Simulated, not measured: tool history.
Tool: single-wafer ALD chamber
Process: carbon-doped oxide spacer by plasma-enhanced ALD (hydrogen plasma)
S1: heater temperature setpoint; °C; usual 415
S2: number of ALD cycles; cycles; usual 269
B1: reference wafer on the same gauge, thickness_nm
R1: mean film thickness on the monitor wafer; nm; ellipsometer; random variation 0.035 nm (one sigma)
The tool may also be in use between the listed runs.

{"run": 1, "hour": 0.0, "S1": 415, "S2": 269, "B1": 11.795, "R1": 13.777}
{"run": 2, "hour": 69.0, "S1": 415, "S2": 269, "B1": 11.799, "R1": 13.738}
{"run": 3, "hour": 150.3, "S1": 415, "S2": 299, "B1": 11.8, "R1": 15.257}
{"run": 4, "hour": 244.7, "S1": 415, "S2": 299, "B1": 11.797, "R1": 15.257}
{"run": 5, "hour": 339.5, "S1": 415, "S2": 291, "B1": 11.797, "R1": 14.976}
{"run": 6, "hour": 396.0, "S1": 415, "S2": 291, "B1": 11.804, "R1": 14.832}
{"run": 7, "hour": 456.2, "S1": 415, "S2": 291, "B1": 11.805, "R1": 14.848}
{"run": 8, "hour": 536.9, "S1": 415, "S2": 269, "B1": 11.803, "R1": 13.808}
{"hour": 595.9, "done": "gauge calibrated"}
{"run": 9, "hour": 623.3, "S1": 415, "S2": 269, "B1": 11.798, "R1": 13.821}
{"hour": 652.8, "done": "thermocouple changed; heater temperature recalibrated"}
{"run": 10, "hour": 692.1, "S1": 415, "S2": 269, "B1": 11.8, "R1": 13.89}
{"run": 11, "hour": 741.9, "S1": 415, "S2": 269, "B1": 11.803, "R1": 13.889}
{"run": 12, "hour": 828.8, "S1": 415, "S2": 269, "B1": 11.799, "R1": 13.933}
{"run": 13, "hour": 881.8, "S1": 415, "S2": 269, "B1": 11.801, "R1": 13.91}
{"run": 14, "hour": 952.9, "S1": 420, "S2": 244, "B1": 11.793, "R1": 12.395}
{"run": 15, "hour": 1032.8, "S1": 430, "S2": 269, "B1": 11.805, "R1": 13.298}
{"run": 16, "hour": 1111.9, "S1": 422, "S2": 225, "B1": 11.799, "R1": 11.399}
{"run": 17, "hour": 1195.5, "S1": 415, "S2": 269, "B1": 11.796, "R1": 13.948}
{"run": 18, "hour": 1274.7, "S1": 415, "S2": 269, "B1": 11.802, "R1": 13.888}
{"run": 19, "hour": 1363.2, "S1": 410, "S2": 225, "B1": 11.792, "R1": 11.783}
{"run": 20, "hour": 1418.8, "S1": 415, "S2": 269, "B1": 11.803, "R1": 13.959}
{"run": 21, "hour": 1524.3, "S1": 405, "S2": 299, "B1": 11.801, "R1": 15.82}
{"run": 22, "hour": 1629.6, "S1": 403, "S2": 220, "B1": 11.795, "R1": 11.727}
{"run": 23, "hour": 1691.7, "S1": 415, "S2": 269, "B1": 11.797, "R1": 13.943}
{"run": 24, "hour": 1796.8, "S1": 410, "S2": 239, "B1": 11.803, "R1": 12.43}
{"run": 25, "hour": 1848.1, "S1": 415, "S2": 269, "B1": 11.794, "R1": 13.872}
{"run": 26, "hour": 1925.0, "S1": 423, "S2": 269, "B1": 11.803, "R1": 13.515}
{"run": 27, "hour": 1965.4, "S1": 415, "S2": 269, "B1": 11.799, "R1": 13.812}

Forecast each of these 5 alternatives for the next run:
{"run": "A", "hour": 1966.2, "S1": 415, "S2": 269, "B1": "?", "R1": "?"}
{"run": "B", "hour": 1966.2, "S1": 425, "S2": 223, "B1": "?", "R1": "?"}
{"run": "C", "hour": 1966.2, "S1": 422, "S2": 305, "B1": "?", "R1": "?"}
{"run": "D", "hour": 1966.2, "S1": 428, "S2": 269, "B1": "?", "R1": "?"}
{"run": "E", "hour": 1966.2, "S1": 428, "S2": 222, "B1": "?", "R1": "?"}

run=A B1=11.796 R1=13.809
run=B B1=11.796 R1=11.128
run=C B1=11.796 R1=15.351
run=D B1=11.796 R1=13.308
run=E B1=11.796 R1=10.983
Without the tool's hidden state the same runs would have given:
run=A R1=13.932
run=B R1=11.230
run=C R1=15.490
run=D R1=13.431
run=E R1=11.084
